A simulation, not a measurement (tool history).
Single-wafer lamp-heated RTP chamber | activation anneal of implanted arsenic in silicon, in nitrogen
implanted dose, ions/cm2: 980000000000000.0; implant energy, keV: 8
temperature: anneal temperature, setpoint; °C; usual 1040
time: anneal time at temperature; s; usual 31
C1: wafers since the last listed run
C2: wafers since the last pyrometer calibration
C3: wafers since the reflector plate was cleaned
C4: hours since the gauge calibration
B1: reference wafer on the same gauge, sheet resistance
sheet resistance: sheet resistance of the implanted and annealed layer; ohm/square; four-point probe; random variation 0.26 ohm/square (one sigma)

{"run": 1, "hour": 0.0, "temperature": 1040, "time": 31, "C1": 0, "C2": 1962, "C3": 288, "C4": 258.3, "B1": 138.02, "sheet resistance": 115.17}
{"run": 2, "hour": 27.8, "temperature": 1040, "time": 31, "C1": 409, "C2": 2371, "C3": 697, "C4": 286.1, "B1": 137.98, "sheet resistance": 115.45}
{"run": 3, "hour": 49.7, "temperature": 1040, "time": 31, "C1": 322, "C2": 2694, "C3": 1020, "C4": 308.0, "B1": 138.05, "sheet resistance": 114.94}
{"run": 4, "hour": 80.4, "temperature": 1040, "time": 31, "C1": 452, "C2": 3146, "C3": 1472, "C4": 338.7, "B1": 138.02, "sheet resistance": 114.36}
{"run": 5, "hour": 93.9, "temperature": 1040, "time": 31, "C1": 198, "C2": 3345, "C3": 1671, "C4": 352.2, "B1": 137.99, "sheet resistance": 114.18}
{"run": 6, "hour": 119.7, "temperature": 1040, "time": 31, "C1": 379, "C2": 3725, "C3": 2051, "C4": 378.0, "B1": 137.95, "sheet resistance": 114.3}
{"run": 7, "hour": 132.2, "temperature": 1040, "time": 31, "C1": 184, "C2": 3909, "C3": 2235, "C4": 390.5, "B1": 138.03, "sheet resistance": 113.56}
{"run": 8, "hour": 165.9, "temperature": 1026, "time": 25, "C1": 496, "C2": 4405, "C3": 2731, "C4": 424.2, "B1": 138.03, "sheet resistance": 122.3}
{"run": 9, "hour": 196.0, "temperature": 1026, "time": 25, "C1": 443, "C2": 4848, "C3": 3174, "C4": 454.3, "B1": 137.98, "sheet resistance": 122.28}
{"hour": 203.2, "done": "gauge calibrated"}
{"run": 10, "hour": 212.6, "temperature": 1040, "time": 43, "C1": 244, "C2": 5093, "C3": 3418, "C4": 9.4, "B1": 137.95, "sheet resistance": 109.31}
{"run": 11, "hour": 247.1, "temperature": 1015, "time": 31, "C1": 508, "C2": 5601, "C3": 3927, "C4": 43.9, "B1": 137.95, "sheet resistance": 121.84}
{"run": 12, "hour": 272.8, "temperature": 1056, "time": 47, "C1": 378, "C2": 5979, "C3": 4305, "C4": 69.6, "B1": 138.06, "sheet resistance": 104.03}
{"hour": 302.5, "done": "reflector plate cleaned"}
{"run": 13, "hour": 306.1, "temperature": 1040, "time": 31, "C1": 372, "C2": 6352, "C3": 53, "C4": 102.9, "B1": 137.97, "sheet resistance": 115.62}
{"hour": 324.7, "done": "pyrometer window cleaned and pyrometer calibrated"}
{"run": 14, "hour": 340.4, "temperature": 1053, "time": 31, "C1": 387, "C2": 231, "C3": 440, "C4": 137.2, "B1": 138.05, "sheet resistance": 110.68}
{"run": 15, "hour": 366.9, "temperature": 1032, "time": 14, "C1": 390, "C2": 621, "C3": 831, "C4": 163.7, "B1": 138.1, "sheet resistance": 133.32}
{"run": 16, "hour": 381.2, "temperature": 1065, "time": 31, "C1": 210, "C2": 831, "C3": 1041, "C4": 178.0, "B1": 138.05, "sheet resistance": 107.56}
{"run": 17, "hour": 408.9, "temperature": 1056, "time": 47, "C1": 407, "C2": 1239, "C3": 1449, "C4": 205.7, "B1": 137.91, "sheet resistance": 105.31}
{"run": 18, "hour": 425.0, "temperature": 1040, "time": 31, "C1": 237, "C2": 1476, "C3": 1686, "C4": 221.8, "B1": 138.01, "sheet resistance": 114.32}
{"run": 19, "hour": 445.3, "temperature": 1048, "time": 31, "C1": 298, "C2": 1775, "C3": 1985, "C4": 242.1, "B1": 138.09, "sheet resistance": 112.0}

Forecast each of these 5 alternatives for the next run:
{"run": "A", "hour": 445.7, "temperature": 1040, "time": 31, "C1": 5, "C2": 1781, "C3": 1991, "C4": 242.5, "B1": "?", "sheet resistance": "?"}
{"run": "B", "hour": 445.7, "temperature": 1066, "time": 50, "C1": 5, "C2": 1781, "C3": 1991, "C4": 242.5, "B1": "?", "sheet resistance": "?"}
{"run": "C", "hour": 445.7, "temperature": 1020, "time": 23, "C1": 5, "C2": 1781, "C3": 1991, "C4": 242.5, "B1": "?", "sheet resistance": "?"}
{"run": "D", "hour": 445.7, "temperature": 1014, "time": 31, "C1": 5, "C2": 1781, "C3": 1991, "C4": 242.5, "B1": "?", "sheet resistance": "?"}
{"run": "E", "hour": 445.7, "temperature": 1023, "time": 15, "C1": 5, "C2": 1781, "C3": 1991, "C4": 242.5, "B1": "?", "sheet resistance": "?"}

run=A B1=138.04 sheet_resistance=113.93
run=B B1=138.04 sheet_resistance=101.85
run=C B1=138.04 sheet_resistance=127.93
run=D B1=138.04 sheet_resistance=124.59
run=E B1=138.04 sheet_resistance=136.26
Without the tool's hidden state the same runs would have given:
run=A sheet_resistance=115.36
run=B sheet_resistance=102.86
run=C sheet_resistance=130.53
run=D sheet_resistance=127.21
run=E sheet_resistance=139.22
